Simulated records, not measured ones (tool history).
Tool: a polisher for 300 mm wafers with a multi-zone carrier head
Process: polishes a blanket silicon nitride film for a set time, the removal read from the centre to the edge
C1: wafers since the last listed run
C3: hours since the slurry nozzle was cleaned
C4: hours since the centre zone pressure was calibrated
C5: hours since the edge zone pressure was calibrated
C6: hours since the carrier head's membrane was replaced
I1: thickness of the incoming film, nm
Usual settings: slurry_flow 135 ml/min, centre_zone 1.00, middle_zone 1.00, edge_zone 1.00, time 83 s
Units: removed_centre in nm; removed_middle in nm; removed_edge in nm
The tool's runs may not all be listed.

{"run": 1, "hour": 0.0, "slurry_flow": 165, "centre_zone": 1.08, "middle_zone": 1.0, "edge_zone": 1.04, "time": 83, "C1": 0, "wafers polished on this pad": 488, "C3": 57.4, "C4": 69.4, "C5": 1038.0, "C6": 27.4, "I1": 586.1, "removed_centre": 121.5, "removed_middle": 115.0, "removed_edge": 116.9}
{"run": 2, "hour": 33.3, "slurry_flow": 135, "centre_zone": 0.89, "middle_zone": 1.0, "edge_zone": 1.0, "time": 83, "C1": 272, "wafers polished on this pad": 760, "C3": 90.7, "C4": 102.7, "C5": 1071.3, "C6": 60.7, "I1": 578.1, "removed_centre": 98.3, "removed_middle": 110.2, "removed_edge": 110.0}
{"run": 3, "hour": 63.6, "slurry_flow": 135, "centre_zone": 1.0, "middle_zone": 1.08, "edge_zone": 1.05, "time": 96, "C1": 247, "wafers polished on this pad": 1008, "C3": 121.0, "C4": 133.0, "C5": 1101.6, "C6": 91.0, "I1": 599.5, "removed_centre": 126.5, "removed_middle": 137.8, "removed_edge": 129.7}
{"run": 4, "hour": 77.5, "slurry_flow": 135, "centre_zone": 1.0, "middle_zone": 1.0, "edge_zone": 1.0, "time": 83, "C1": 113, "wafers polished on this pad": 1122, "C3": 134.9, "C4": 146.9, "C5": 1115.5, "C6": 104.9, "I1": 578.3, "removed_centre": 104.9, "removed_middle": 107.5, "removed_edge": 108.8}
{"run": 5, "hour": 92.1, "slurry_flow": 160, "centre_zone": 1.11, "middle_zone": 1.0, "edge_zone": 1.0, "time": 83, "C1": 119, "wafers polished on this pad": 1241, "C3": 149.5, "C4": 161.5, "C5": 1130.1, "C6": 119.5, "I1": 587.0, "removed_centre": 119.0, "removed_middle": 109.1, "removed_edge": 109.3}
{"run": 6, "hour": 112.2, "slurry_flow": 135, "centre_zone": 0.89, "middle_zone": 1.0, "edge_zone": 1.0, "time": 83, "C1": 164, "wafers polished on this pad": 1406, "C3": 169.6, "C4": 181.6, "C5": 1150.2, "C6": 139.6, "I1": 589.5, "removed_centre": 92.2, "removed_middle": 105.5, "removed_edge": 107.3}
{"run": 7, "hour": 144.1, "slurry_flow": 135, "centre_zone": 1.0, "middle_zone": 1.0, "edge_zone": 1.0, "time": 83, "C1": 260, "wafers polished on this pad": 1666, "C3": 201.5, "C4": 213.5, "C5": 1182.1, "C6": 171.5, "I1": 593.4, "removed_centre": 100.7, "removed_middle": 103.0, "removed_edge": 104.1}
{"hour": 150.1, "done": "worn pad replaced by a new one"}
{"run": 8, "hour": 157.4, "slurry_flow": 95, "centre_zone": 1.07, "middle_zone": 1.0, "edge_zone": 1.0, "time": 105, "C1": 76, "wafers polished on this pad": 59, "C3": 214.8, "C4": 226.8, "C5": 1195.4, "C6": 184.8, "I1": 597.3, "removed_centre": 137.7, "removed_middle": 134.7, "removed_edge": 138.3}
{"run": 9, "hour": 187.2, "slurry_flow": 135, "centre_zone": 1.0, "middle_zone": 1.0, "edge_zone": 1.0, "time": 83, "C1": 243, "wafers polished on this pad": 303, "C3": 244.6, "C4": 256.6, "C5": 1225.2, "C6": 214.6, "I1": 582.8, "removed_centre": 107.9, "removed_middle": 111.5, "removed_edge": 111.6}
{"run": 10, "hour": 206.4, "slurry_flow": 150, "centre_zone": 1.0, "middle_zone": 0.93, "edge_zone": 1.0, "time": 100, "C1": 156, "wafers polished on this pad": 460, "C3": 263.8, "C4": 275.8, "C5": 1244.4, "C6": 233.8, "I1": 584.3, "removed_centre": 132.7, "removed_middle": 126.0, "removed_edge": 136.1}
{"run": 11, "hour": 235.0, "slurry_flow": 165, "centre_zone": 1.0, "middle_zone": 1.0, "edge_zone": 1.0, "time": 102, "C1": 233, "wafers polished on this pad": 693, "C3": 292.4, "C4": 304.4, "C5": 1273.0, "C6": 262.4, "I1": 588.6, "removed_centre": 134.8, "removed_middle": 137.1, "removed_edge": 136.2}
{"hour": 256.5, "done": "slurry nozzle cleaned"}
{"run": 12, "hour": 264.1, "slurry_flow": 135, "centre_zone": 1.1, "middle_zone": 0.96, "edge_zone": 1.0, "time": 83, "C1": 229, "wafers polished on this pad": 923, "C3": 7.6, "C4": 333.5, "C5": 1302.1, "C6": 291.5, "I1": 584.2, "removed_centre": 115.7, "removed_middle": 101.2, "removed_edge": 109.5}
{"run": 13, "hour": 283.6, "slurry_flow": 135, "centre_zone": 1.04, "middle_zone": 1.0, "edge_zone": 1.0, "time": 83, "C1": 159, "wafers polished on this pad": 1083, "C3": 27.1, "C4": 353.0, "C5": 1321.6, "C6": 311.0, "I1": 596.0, "removed_centre": 108.5, "removed_middle": 107.3, "removed_edge": 108.4}
{"hour": 297.3, "done": "edge zone pressure recalibrated"}
{"run": 14, "hour": 351.6, "slurry_flow": 135, "centre_zone": 1.0, "middle_zone": 1.0, "edge_zone": 1.0, "time": 108, "C1": 539, "wafers polished on this pad": 1622, "C3": 95.1, "C4": 421.0, "C5": 54.3, "C6": 379.0, "I1": 592.6, "removed_centre": 131.2, "removed_middle": 136.3, "removed_edge": 134.7}
{"hour": 361.5, "done": "worn pad replaced by a new one"}
{"run": 15, "hour": 377.2, "slurry_flow": 135, "centre_zone": 1.0, "middle_zone": 1.0, "edge_zone": 1.0, "time": 83, "C1": 176, "wafers polished on this pad": 127, "C3": 120.7, "C4": 446.6, "C5": 79.9, "C6": 404.6, "I1": 589.9, "removed_centre": 105.1, "removed_middle": 110.1, "removed_edge": 111.6}
{"run": 16, "hour": 399.1, "slurry_flow": 135, "centre_zone": 1.0, "middle_zone": 1.11, "edge_zone": 1.0, "time": 110, "C1": 179, "wafers polished on this pad": 307, "C3": 142.6, "C4": 468.5, "C5": 101.8, "C6": 426.5, "I1": 583.9, "removed_centre": 143.4, "removed_middle": 158.9, "removed_edge": 144.3}
{"run": 17, "hour": 428.2, "slurry_flow": 135, "centre_zone": 1.11, "middle_zone": 1.0, "edge_zone": 1.1, "time": 83, "C1": 237, "wafers polished on this pad": 544, "C3": 171.7, "C4": 497.6, "C5": 130.9, "C6": 455.6, "I1": 589.1, "removed_centre": 116.2, "removed_middle": 109.7, "removed_edge": 115.3}
{"run": 18, "hour": 487.5, "slurry_flow": 120, "centre_zone": 1.0, "middle_zone": 1.0, "edge_zone": 1.0, "time": 83, "C1": 484, "wafers polished on this pad": 1029, "C3": 231.0, "C4": 556.9, "C5": 190.2, "C6": 514.9, "I1": 583.1, "removed_centre": 101.3, "removed_middle": 106.5, "removed_edge": 107.1}
{"run": 19, "hour": 526.6, "slurry_flow": 135, "centre_zone": 1.0, "middle_zone": 1.0, "edge_zone": 1.0, "time": 83, "C1": 319, "wafers polished on this pad": 1349, "C3": 270.1, "C4": 596.0, "C5": 229.3, "C6": 554.0, "I1": 586.2, "removed_centre": 102.5, "removed_middle": 104.5, "removed_edge": 105.9}
{"run": 20, "hour": 543.8, "slurry_flow": 135, "centre_zone": 1.0, "middle_zone": 1.0, "edge_zone": 1.0, "time": 83, "C1": 140, "wafers polished on this pad": 1490, "C3": 287.3, "C4": 613.2, "C5": 246.5, "C6": 571.2, "I1": 578.1, "removed_centre": 101.0, "removed_middle": 106.6, "removed_edge": 104.6}
{"run": 21, "hour": 592.1, "slurry_flow": 95, "centre_zone": 1.0, "middle_zone": 1.0, "edge_zone": 1.1, "time": 83, "C1": 394, "wafers polished on this pad": 1885, "C3": 335.6, "C4": 661.5, "C5": 294.8, "C6": 619.5, "I1": 597.2, "removed_centre": 91.2, "removed_middle": 95.6, "removed_edge": 99.8}
{"hour": 604.5, "done": "centre zone pressure recalibrated"}
{"hour": 606.4, "done": "worn pad replaced by a new one"}
{"run": 22, "hour": 622.4, "slurry_flow": 135, "centre_zone": 1.09, "middle_zone": 1.0, "edge_zone": 1.0, "time": 83, "C1": 215, "wafers polished on this pad": 130, "C3": 365.9, "C4": 17.9, "C5": 325.1, "C6": 649.8, "I1": 590.1, "removed_centre": 123.1, "removed_middle": 113.0, "removed_edge": 111.5}

4 ways to go on from here, each from the tool as it stands after run 22. What would each give?
{"run": "A", "hour": 622.9, "slurry_flow": 135, "centre_zone": 1.0, "middle_zone": 1.0, "edge_zone": 1.0, "time": 83, "C1": 4, "wafers polished on this pad": 134, "C3": 366.4, "C4": 18.4, "C5": 325.6, "C6": 650.3, "I1": 584.6, "removed_centre": "?", "removed_middle": "?", "removed_edge": "?"}
{"run": "B", "hour": 622.9, "slurry_flow": 135, "centre_zone": 1.0, "middle_zone": 1.0, "edge_zone": 0.96, "time": 83, "C1": 4, "wafers polished on this pad": 134, "C3": 366.4, "C4": 18.4, "C5": 325.6, "C6": 650.3, "I1": 584.6, "removed_centre": "?", "removed_middle": "?", "removed_edge": "?"}
{"run": "C", "hour": 622.9, "slurry_flow": 155, "centre_zone": 1.0, "middle_zone": 1.09, "edge_zone": 1.07, "time": 83, "C1": 4, "wafers polished on this pad": 134, "C3": 366.4, "C4": 18.4, "C5": 325.6, "C6": 650.3, "I1": 584.6, "removed_centre": "?", "removed_middle": "?", "removed_edge": "?"}
{"run": "D", "hour": 622.9, "slurry_flow": 175, "centre_zone": 0.97, "middle_zone": 1.0, "edge_zone": 0.96, "time": 71, "C1": 4, "wafers polished on this pad": 134, "C3": 366.4, "C4": 18.4, "C5": 325.6, "C6": 650.3, "I1": 584.6, "removed_centre": "?", "removed_middle": "?", "removed_edge": "?"}

run=A removed_centre=112.6 removed_middle=113.0 removed_edge=113.5
run=B removed_centre=112.6 removed_middle=113.0 removed_edge=111.7
run=C removed_centre=115.0 removed_middle=123.8 removed_edge=118.0
run=D removed_centre=97.3 removed_middle=99.9 removed_edge=97.8
Without the tool's hidden state the same runs would have given:
run=A removed_centre=113.4 removed_middle=113.8 removed_edge=114.3
run=B removed_centre=113.4 removed_middle=113.9 removed_edge=112.5
run=C removed_centre=115.8 removed_middle=124.7 removed_edge=118.9
run=D removed_centre=98.0 removed_middle=100.7 removed_edge=98.6
